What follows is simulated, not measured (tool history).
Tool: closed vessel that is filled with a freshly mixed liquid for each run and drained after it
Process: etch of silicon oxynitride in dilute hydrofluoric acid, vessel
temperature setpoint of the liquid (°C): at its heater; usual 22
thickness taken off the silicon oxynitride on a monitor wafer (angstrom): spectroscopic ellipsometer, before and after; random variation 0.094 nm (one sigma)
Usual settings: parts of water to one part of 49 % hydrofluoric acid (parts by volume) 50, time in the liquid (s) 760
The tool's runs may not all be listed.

run	hour	temperature setpoint of the liquid (°C)	parts of water to one part of 49 % hydrofluoric acid (parts by volume)	time in the liquid (s)	wafers since the last listed run	hours since the thermometer was replaced	hours since the hydrofluoric acid flow meter was replaced	hours since the gauge calibration	read-back film thickness of the silicon oxynitride reference wafer, read on the same gauge (nm)	thickness taken off the silicon oxynitride on a monitor wafer (angstrom)
1	0	22	50	760	0	1083.6	667.8	152.8	69.99	261.1
2	13.1	22	50	760	1130	1096.7	680.9	165.9	70	262
3	48.6	22	50	760	3062	1132.2	716.4	201.4	70	261.9
4	75.5	22	50	760	2320	1159.1	743.3	228.3	69.98	263.7
5	92.4	22	50	515	1458	1176	760.2	245.2	70.03	178.2
6	119.5	22	50	515	2338	1203.1	787.3	272.3	69.99	178.3
7	133	22	50	760	1164	1216.6	800.8	285.8	69.99	262.5

Forecast run 8:
# hour 137.4: gauge calibrated
8	153.1	22	50	760	1734	1236.7	820.9	15.7	?	?

{"run 8": {"read-back film thickness of the silicon oxynitride reference wafer, read on the same gauge (nm)": 69.98, "thickness taken off the silicon oxynitride on a monitor wafer (angstrom)": 264}}
Without the tool's hidden state the same run would have given thickness taken off the silicon oxynitride on a monitor wafer (angstrom) 233.4.

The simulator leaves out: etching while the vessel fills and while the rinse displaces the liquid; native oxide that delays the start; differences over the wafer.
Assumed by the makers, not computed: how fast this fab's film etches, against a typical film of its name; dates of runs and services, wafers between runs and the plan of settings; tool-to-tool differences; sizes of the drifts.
